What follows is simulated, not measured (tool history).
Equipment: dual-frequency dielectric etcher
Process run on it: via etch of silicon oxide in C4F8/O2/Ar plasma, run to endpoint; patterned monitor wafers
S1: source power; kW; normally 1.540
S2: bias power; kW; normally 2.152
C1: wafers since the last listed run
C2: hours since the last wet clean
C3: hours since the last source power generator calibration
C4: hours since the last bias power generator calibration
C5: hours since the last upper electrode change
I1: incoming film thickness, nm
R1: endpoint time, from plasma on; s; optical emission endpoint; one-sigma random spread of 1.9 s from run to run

run	hour	S1	S2	C1	C2	C3	C4	C5	I1	R1
1	0.0	1.540	1.905	0	293.1	5520.5	3833.9	5356.7	1071.9	244.3
2	13.0	1.540	2.152	99	306.1	5533.5	3846.9	5369.7	1076.6	234.9
3	20.1	1.540	2.152	54	313.2	5540.6	3854.0	5376.8	1079.0	236.2
4	28.0	1.540	2.152	60	321.1	5548.5	3861.9	5384.7	1077.3	235.8
5	44.1	1.540	2.152	122	337.2	5564.6	3878.0	5400.8	1084.3	237.3
6	57.7	1.540	2.152	103	350.8	5578.2	3891.6	5414.4	1075.4	234.2
7	66.0	1.540	2.152	63	359.1	5586.5	3899.9	5422.7	1076.4	232.8
# hour 79.4: source power generator calibrated
8	80.1	1.540	2.152	77	373.2	0.7	3914.0	5436.8	1062.2	229.4
9	86.3	1.540	2.152	47	379.4	6.9	3920.2	5443.0	1073.7	231.5
# hour 120.3: wet clean of the chamber
10	120.8	1.540	2.152	80	0.5	41.4	3954.7	5477.5	1089.5	237.0
11	121.2	1.540	2.152	3	0.9	41.8	3955.1	5477.9	1071.9	232.9
12	121.6	1.540	2.152	3	1.3	42.2	3955.5	5478.3	1080.4	234.6
# hour 130.7: bias power generator calibrated
13	131.2	1.540	2.152	42	10.9	51.8	0.5	5487.9	1072.6	236.4
14	140.2	1.540	2.152	68	19.9	60.8	9.5	5496.9	1080.8	234.4
15	152.9	1.540	2.152	96	32.6	73.5	22.2	5509.6	1087.1	237.3
16	160.6	1.390	1.773	58	40.3	81.2	29.9	5517.3	1064.4	251.9
17	172.8	1.540	2.152	93	52.5	93.4	42.1	5529.5	1079.9	234.4
18	190.4	1.190	2.297	134	70.1	111.0	59.7	5547.1	1074.4	247.6
19	218.2	1.540	2.152	212	97.9	138.8	87.5	5574.9	1085.6	238.7
20	242.6	1.540	2.489	186	122.3	163.2	111.9	5599.3	1070.1	226.8
# hour 279.0: upper electrode replaced
21	279.5	1.750	1.707	98	159.2	200.1	148.8	0.5	1076.6	239.8
22	279.9	1.540	1.826	3	159.6	200.5	149.2	0.9	1081.0	246.7
23	285.2	1.540	2.152	40	164.9	205.8	154.5	6.2	1069.3	234.2
24	294.1	1.760	2.331	67	173.8	214.7	163.4	15.1	1080.4	219.0
25	303.9	1.220	1.997	74	183.6	224.5	173.2	24.9	1082.9	265.1
26	320.9	1.540	2.455	129	200.6	241.5	190.2	41.9	1062.3	221.4
27	332.8	1.540	2.152	90	212.5	253.4	202.1	53.8	1067.5	233.8
28	343.1	1.330	1.852	78	222.8	263.7	212.4	64.1	1076.0	260.3
29	350.5	1.820	2.152	56	230.2	271.1	219.8	71.5	1083.3	224.8
30	366.1	1.740	1.647	119	245.8	286.7	235.4	87.1	1071.9	244.3
31	374.0	1.720	2.152	60	253.7	294.6	243.3	95.0	1084.4	230.2
32	385.0	1.700	1.727	83	264.7	305.6	254.3	106.0	1080.0	241.5
33	395.6	1.180	2.152	80	275.3	316.2	264.9	116.6	1080.1	259.9
34	407.3	1.540	2.152	89	287.0	327.9	276.6	128.3	1092.0	238.4
35	415.4	1.540	1.905	61	295.1	336.0	284.7	136.4	1055.5	240.6

Exercise: give the hidden state of the tool at every run:
etch rate over this chamber's usual, %: 0, the same for each run
source power that arrives over what is set, %: 0, the same for each run
bias power that arrives over what is set, %: 0, the same for each run
